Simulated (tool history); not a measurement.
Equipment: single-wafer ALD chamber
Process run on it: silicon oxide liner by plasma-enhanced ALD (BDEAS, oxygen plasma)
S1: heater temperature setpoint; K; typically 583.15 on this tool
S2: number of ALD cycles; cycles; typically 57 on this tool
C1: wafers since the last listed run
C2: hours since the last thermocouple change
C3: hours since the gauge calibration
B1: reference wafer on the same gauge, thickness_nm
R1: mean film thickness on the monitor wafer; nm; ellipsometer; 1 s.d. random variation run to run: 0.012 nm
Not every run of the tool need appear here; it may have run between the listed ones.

run,hour,S1,S2,C1,C2,C3,B1,R1
1,0,583.15,57,0,1647.8,676.8,4.473,4.992
2,48.6,583.15,57,284,1696.4,725.4,4.472,4.981
3,110.4,583.15,57,361,1758.2,787.2,4.478,4.997
4,172.4,583.15,57,362,1820.2,849.2,4.479,5.004
5,227.8,583.15,57,323,1875.6,904.6,4.482,5.024
6,299.6,583.15,57,419,1947.4,976.4,4.482,5.026
7,366,583.15,57,388,2013.8,1042.8,4.481,5.041
8,398.1,583.15,57,187,2045.9,1074.9,4.482,5.01
# hour 398.6: gauge calibrated
# hour 425.9: thermocouple changed; heater temperature recalibrated
9,480.3,573.15,52,433,54.4,81.7,4.411,4.572
10,523.1,583.15,67,250,97.2,124.5,4.427,5.825
11,555.4,583.15,63,188,129.5,156.8,4.434,5.471
12,619.4,583.15,67,374,193.5,220.8,4.445,5.86
13,738.2,571.15,47,694,312.3,339.6,4.46,4.179
14,788,593.15,57,291,362.1,389.4,4.464,4.935
15,844.5,595.15,64,330,418.6,445.9,4.471,5.509
16,1003.5,587.15,46,929,577.6,604.9,4.483,4.027

Branching from run 16: 3 alternative next runs. What would each branch give?
A,1004,583.15,57,2,578.1,605.4,?,?
B,1004,583.15,47,2,578.1,605.4,?,?
C,1004,589.15,66,2,578.1,605.4,?,?

run,B1,R1
A,4.48,5.009
B,4.48,4.13
C,4.48,5.755
The same runs, with their run-to-run variation unchanged, on a tool lacking any hidden condition would have given:
run,R1
A,4.904
B,4.044
C,5.635

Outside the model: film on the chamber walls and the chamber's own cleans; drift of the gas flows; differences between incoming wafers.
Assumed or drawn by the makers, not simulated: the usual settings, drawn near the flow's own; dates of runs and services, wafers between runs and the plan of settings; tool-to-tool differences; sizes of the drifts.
